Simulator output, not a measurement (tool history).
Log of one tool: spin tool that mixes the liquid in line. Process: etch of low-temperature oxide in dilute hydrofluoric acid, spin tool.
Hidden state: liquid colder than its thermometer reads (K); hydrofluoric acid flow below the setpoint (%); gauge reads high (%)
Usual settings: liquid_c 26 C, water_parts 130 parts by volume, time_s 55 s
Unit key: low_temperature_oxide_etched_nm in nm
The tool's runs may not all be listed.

run	hour	liquid_c	water_parts	time_s	wafers since the last listed run	hours since the thermometer was replaced	hours since the hydrofluoric acid flow meter was replaced	hours since the gauge calibration	read-back film thickness of the low-temperature oxide reference wafer, read on the same gauge (nm)	low_temperature_oxide_etched_nm
1	0	26	130	55	0	307.3	1510.5	1185.9	51.53	7.78
2	65.1	26	130	55	898	372.4	1575.6	1251	51.68	7.94
3	133.1	26	100	55	938	440.4	1643.6	1319	51.91	10.57
# hour 139.6: hydrofluoric acid flow meter replaced
4	189	26	100	55	757	496.3	49.4	1374.9	52.04	10.64
5	250.6	26	130	75	850	557.9	111	1436.5	52.27	10.86
6	304.1	26	130	55	738	611.4	164.5	1490	52.39	8.02
# hour 339.8: thermometer replaced
7	370.1	26	130	55	897	30.3	230.5	1556	52.65	7.99
8	429.2	24	130	55	815	89.4	289.6	1615.1	52.9	7.44
9	457.9	26	130	55	396	118.1	318.3	1643.8	53.04	7.98
10	528.4	26	175	55	973	188.6	388.8	1714.3	53.3	5.8
11	564.4	26	150	85	496	224.6	424.8	1750.3	53.43	10.61
12	613	26	105	25	670	273.2	473.4	1798.9	53.67	4.75
13	662.6	21.5	130	70	684	322.8	523	1848.5	53.86	8.74
# hour 688.4: gauge calibrated
14	730.4	26	130	55	935	390.6	590.8	42	50.25	7.6
15	788	26	130	55	794	448.2	648.4	99.6	50.28	7.57
16	828.6	21.5	130	55	560	488.8	689	140.2	50.25	6.43
17	872.3	26	130	55	603	532.5	732.7	183.9	50.32	7.7
18	916.5	31	185	65	610	576.7	776.9	228.1	50.29	7.17
# hour 930.2: thermometer replaced
19	973.2	28.5	130	55	768	43	833.6	284.8	50.37	8.36
20	1003.4	26	130	55	416	73.2	863.8	315	50.41	7.77
21	1073.1	31	185	65	961	142.9	933.5	384.7	50.44	7.08
22	1103.1	26	130	25	414	172.9	963.5	414.7	50.47	3.51
23	1149.3	24.5	105	70	637	219.1	1009.7	460.9	50.52	11.92
24	1215	30.5	105	75	906	284.8	1075.4	526.6	50.57	16.02
25	1260.7	26	130	85	630	330.5	1121.1	572.3	50.7	12.05
26	1321.1	26	175	85	833	390.9	1181.5	632.7	50.69	8.39
27	1372.9	28.5	95	55	714	442.7	1233.3	684.5	50.84	12.15
28	1411.4	26	100	55	531	481.2	1271.8	723	50.88	10.54
29	1447.4	26	130	55	496	517.2	1307.8	759	50.97	7.73
# hour 1464.9: thermometer replaced
30	1489.2	23.5	130	80	563	24.3	1349.6	800.8	50.98	10.35
31	1553.3	28	110	35	884	88.4	1413.7	864.9	51.16	6.45
# hour 1596.5: hydrofluoric acid flow meter replaced
32	1598.4	26	130	55	608	133.5	1.9	910	51.29	7.82

What if the next run were any one of these 4? Each begins from the tool's condition after run 32:
A	1598.8	26	130	55	5	133.9	2.3	910.4	?	?
B	1598.8	28.5	155	55	5	133.9	2.3	910.4	?	?
C	1598.8	23.5	95	25	5	133.9	2.3	910.4	?	?
D	1598.8	30	180	55	5	133.9	2.3	910.4	?	?

run	read-back film thickness of the low-temperature oxide reference wafer, read on the same gauge (nm)	low_temperature_oxide_etched_nm
A	51.25	7.79
B	51.25	6.95
C	51.25	4.59
D	51.25	6.12
The same runs, with their run-to-run variation unchanged, on a tool lacking any hidden condition would have given:
run	low_temperature_oxide_etched_nm
A	7.6
B	6.78
C	4.47
D	5.97
